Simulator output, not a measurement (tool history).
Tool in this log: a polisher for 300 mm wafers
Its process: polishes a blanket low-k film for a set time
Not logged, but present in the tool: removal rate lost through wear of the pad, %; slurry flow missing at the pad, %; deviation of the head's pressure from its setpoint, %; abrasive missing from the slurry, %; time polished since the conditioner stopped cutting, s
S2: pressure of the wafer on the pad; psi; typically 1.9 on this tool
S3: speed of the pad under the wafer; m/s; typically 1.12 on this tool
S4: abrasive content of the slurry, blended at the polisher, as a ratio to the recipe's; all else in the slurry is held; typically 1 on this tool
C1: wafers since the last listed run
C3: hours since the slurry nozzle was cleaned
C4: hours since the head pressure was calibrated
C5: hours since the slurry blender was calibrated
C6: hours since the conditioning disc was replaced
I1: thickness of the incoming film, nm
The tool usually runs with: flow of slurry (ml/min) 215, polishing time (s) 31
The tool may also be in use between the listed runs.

{"run": 1, "hour": 0.0, "flow of slurry (ml/min)": 215, "S2": 1.9, "S3": 1.12, "S4": 1, "polishing time (s)": 31, "C1": 0, "wafers polished on this pad": 406, "C3": 178.4, "C4": 43, "C5": 95.7, "C6": 2.3, "I1": 299.9, "film removed (angstrom)": 166}
{"run": 2, "hour": 91.4, "flow of slurry (ml/min)": 215, "S2": 1.9, "S3": 1.12, "S4": 1, "polishing time (s)": 31, "C1": 842, "wafers polished on this pad": 1249, "C3": 269.8, "C4": 134.4, "C5": 187.1, "C6": 93.7, "I1": 298.3, "film removed (angstrom)": 169}
{"run": 3, "hour": 160.6, "flow of slurry (ml/min)": 215, "S2": 1.9, "S3": 1.12, "S4": 1, "polishing time (s)": 31, "C1": 638, "wafers polished on this pad": 1887, "C3": 339, "C4": 203.6, "C5": 256.3, "C6": 162.9, "I1": 299.5, "film removed (angstrom)": 168}
{"run": 4, "hour": 234.0, "flow of slurry (ml/min)": 215, "S2": 1.9, "S3": 1.12, "S4": 1, "polishing time (s)": 31, "C1": 676, "wafers polished on this pad": 2564, "C3": 412.4, "C4": 277, "C5": 329.7, "C6": 236.3, "I1": 303.1, "film removed (angstrom)": 167}
{"run": 5, "hour": 306.8, "flow of slurry (ml/min)": 215, "S2": 1.9, "S3": 1.12, "S4": 1, "polishing time (s)": 31, "C1": 671, "wafers polished on this pad": 3235, "C3": 485.2, "C4": 349.8, "C5": 402.5, "C6": 309.1, "I1": 300.5, "film removed (angstrom)": 164}
{"run": 6, "hour": 348.2, "flow of slurry (ml/min)": 215, "S2": 1.9, "S3": 1.12, "S4": 1, "polishing time (s)": 26, "C1": 381, "wafers polished on this pad": 3617, "C3": 526.6, "C4": 391.2, "C5": 443.9, "C6": 350.5, "I1": 299.5, "film removed (angstrom)": 139}
{"hour": 360.2, "done": "slurry nozzle cleaned"}
{"hour": 418.2, "done": "slurry blender recalibrated"}
{"run": 7, "hour": 424.0, "flow of slurry (ml/min)": 215, "S2": 1.9, "S3": 1.12, "S4": 1, "polishing time (s)": 26, "C1": 671, "wafers polished on this pad": 4289, "C3": 63.8, "C4": 467, "C5": 5.8, "C6": 426.3, "I1": 302, "film removed (angstrom)": 141}
{"hour": 449.7, "done": "worn pad replaced by a new one"}
{"hour": 460.9, "done": "conditioning disc replaced and pad reconditioned"}
{"run": 8, "hour": 508.9, "flow of slurry (ml/min)": 215, "S2": 1.9, "S3": 1.12, "S4": 1, "polishing time (s)": 26, "C1": 727, "wafers polished on this pad": 527, "C3": 148.7, "C4": 551.9, "C5": 90.7, "C6": 48, "I1": 301.2, "film removed (angstrom)": 141}
{"run": 9, "hour": 565.9, "flow of slurry (ml/min)": 215, "S2": 1.9, "S3": 1.12, "S4": 1, "polishing time (s)": 31, "C1": 525, "wafers polished on this pad": 1052, "C3": 205.7, "C4": 608.9, "C5": 147.7, "C6": 105, "I1": 296.6, "film removed (angstrom)": 165}
{"run": 10, "hour": 608.9, "flow of slurry (ml/min)": 215, "S2": 1.9, "S3": 1.12, "S4": 1, "polishing time (s)": 25, "C1": 396, "wafers polished on this pad": 1449, "C3": 248.7, "C4": 651.9, "C5": 190.7, "C6": 148, "I1": 296.8, "film removed (angstrom)": 132}
{"run": 11, "hour": 709.4, "flow of slurry (ml/min)": 215, "S2": 1.4, "S3": 1.24, "S4": 1, "polishing time (s)": 31, "C1": 926, "wafers polished on this pad": 2376, "C3": 349.2, "C4": 752.4, "C5": 291.2, "C6": 248.5, "I1": 297.6, "film removed (angstrom)": 131}
{"run": 12, "hour": 775.5, "flow of slurry (ml/min)": 175, "S2": 1.9, "S3": 0.9, "S4": 1, "polishing time (s)": 41, "C1": 609, "wafers polished on this pad": 2986, "C3": 415.3, "C4": 818.5, "C5": 357.3, "C6": 314.6, "I1": 293.4, "film removed (angstrom)": 190}
{"hour": 816.4, "done": "head pressure recalibrated"}
{"run": 13, "hour": 873.3, "flow of slurry (ml/min)": 215, "S2": 2.3, "S3": 1.12, "S4": 0.75, "polishing time (s)": 34, "C1": 883, "wafers polished on this pad": 3869, "C3": 513.1, "C4": 56.9, "C5": 455.1, "C6": 412.4, "I1": 302.8, "film removed (angstrom)": 178}
{"hour": 879.6, "done": "worn pad replaced by a new one"}
{"hour": 906.6, "done": "conditioning disc replaced and pad reconditioned"}
{"hour": 923.2, "done": "slurry blender recalibrated"}
{"run": 14, "hour": 928.1, "flow of slurry (ml/min)": 215, "S2": 1.9, "S3": 1.12, "S4": 1, "polishing time (s)": 31, "C1": 431, "wafers polished on this pad": 410, "C3": 567.9, "C4": 111.7, "C5": 4.9, "C6": 21.5, "I1": 298, "film removed (angstrom)": 166}
{"run": 15, "hour": 990.2, "flow of slurry (ml/min)": 215, "S2": 1.9, "S3": 1.12, "S4": 1, "polishing time (s)": 31, "C1": 572, "wafers polished on this pad": 983, "C3": 630, "C4": 173.8, "C5": 67, "C6": 83.6, "I1": 301, "film removed (angstrom)": 167}
{"run": 16, "hour": 1058.4, "flow of slurry (ml/min)": 275, "S2": 1.2, "S3": 1.12, "S4": 1, "polishing time (s)": 31, "C1": 629, "wafers polished on this pad": 1612, "C3": 698.2, "C4": 242, "C5": 135.2, "C6": 151.8, "I1": 298.3, "film removed (angstrom)": 108}
{"hour": 1061.0, "done": "slurry nozzle cleaned"}
{"run": 17, "hour": 1114.2, "flow of slurry (ml/min)": 215, "S2": 1.9, "S3": 1.12, "S4": 1.2, "polishing time (s)": 31, "C1": 505, "wafers polished on this pad": 2117, "C3": 53.2, "C4": 297.8, "C5": 191, "C6": 207.6, "I1": 295.7, "film removed (angstrom)": 183}
{"run": 18, "hour": 1189.3, "flow of slurry (ml/min)": 215, "S2": 1.9, "S3": 1.12, "S4": 1, "polishing time (s)": 31, "C1": 692, "wafers polished on this pad": 2810, "C3": 128.3, "C4": 372.9, "C5": 266.1, "C6": 282.7, "I1": 302, "film removed (angstrom)": 166}
{"run": 19, "hour": 1291.6, "flow of slurry (ml/min)": 215, "S2": 1.9, "S3": 1.12, "S4": 1, "polishing time (s)": 31, "C1": 943, "wafers polished on this pad": 3753, "C3": 230.6, "C4": 475.2, "C5": 368.4, "C6": 385, "I1": 297.9, "film removed (angstrom)": 167}
{"hour": 1340.6, "done": "worn pad replaced by a new one"}
{"hour": 1371.0, "done": "slurry blender recalibrated"}
{"run": 20, "hour": 1400.5, "flow of slurry (ml/min)": 215, "S2": 1.9, "S3": 1.12, "S4": 1, "polishing time (s)": 31, "C1": 949, "wafers polished on this pad": 533, "C3": 339.5, "C4": 584.1, "C5": 29.5, "C6": 493.9, "I1": 304.1, "film removed (angstrom)": 169}
{"hour": 1408.9, "done": "conditioning disc replaced and pad reconditioned"}
{"run": 21, "hour": 1461.6, "flow of slurry (ml/min)": 155, "S2": 1.9, "S3": 1.12, "S4": 1, "polishing time (s)": 31, "C1": 545, "wafers polished on this pad": 1078, "C3": 400.6, "C4": 645.2, "C5": 90.6, "C6": 52.7, "I1": 298.8, "film removed (angstrom)": 157}
{"hour": 1546.7, "done": "head pressure recalibrated"}
{"run": 22, "hour": 1554.6, "flow of slurry (ml/min)": 215, "S2": 1.9, "S3": 1.12, "S4": 1, "polishing time (s)": 31, "C1": 839, "wafers polished on this pad": 1918, "C3": 493.6, "C4": 7.9, "C5": 183.6, "C6": 145.7, "I1": 302.1, "film removed (angstrom)": 165}
{"hour": 1728.4, "done": "slurry nozzle cleaned"}
{"run": 23, "hour": 1753.9, "flow of slurry (ml/min)": 215, "S2": 1.9, "S3": 1.12, "S4": 1.1, "polishing time (s)": 31, "C1": 1828, "wafers polished on this pad": 3747, "C3": 25.5, "C4": 207.2, "C5": 382.9, "C6": 345, "I1": 297.1, "film removed (angstrom)": 177}
{"hour": 1802.1, "done": "worn pad replaced by a new one"}
{"run": 24, "hour": 1808.0, "flow of slurry (ml/min)": 140, "S2": 2.6, "S3": 1.32, "S4": 1, "polishing time (s)": 31, "C1": 462, "wafers polished on this pad": 54, "C3": 79.6, "C4": 261.3, "C5": 437, "C6": 399.1, "I1": 301.8, "film removed (angstrom)": 228}
{"hour": 1833.2, "done": "slurry blender recalibrated"}
{"run": 25, "hour": 1889.0, "flow of slurry (ml/min)": 215, "S2": 1.6, "S3": 1.12, "S4": 1, "polishing time (s)": 31, "C1": 728, "wafers polished on this pad": 783, "C3": 160.6, "C4": 342.3, "C5": 55.8, "C6": 480.1, "I1": 301.9, "film removed (angstrom)": 139}
{"hour": 1944.6, "done": "conditioning disc replaced and pad reconditioned"}
{"run": 26, "hour": 1971.7, "flow of slurry (ml/min)": 235, "S2": 2.4, "S3": 1.4, "S4": 1, "polishing time (s)": 24, "C1": 744, "wafers polished on this pad": 1527, "C3": 243.3, "C4": 425, "C5": 138.5, "C6": 27.1, "I1": 301, "film removed (angstrom)": 185}

Hidden state, per run?
removal rate lost through wear of the pad, %: 0 at every run
slurry flow missing at the pad, %: 0 at every run
deviation of the head's pressure from its setpoint, %: 0 at every run
abrasive missing from the slurry, %: 0 at every run
time polished since the conditioner stopped cutting, s: 0 at every run
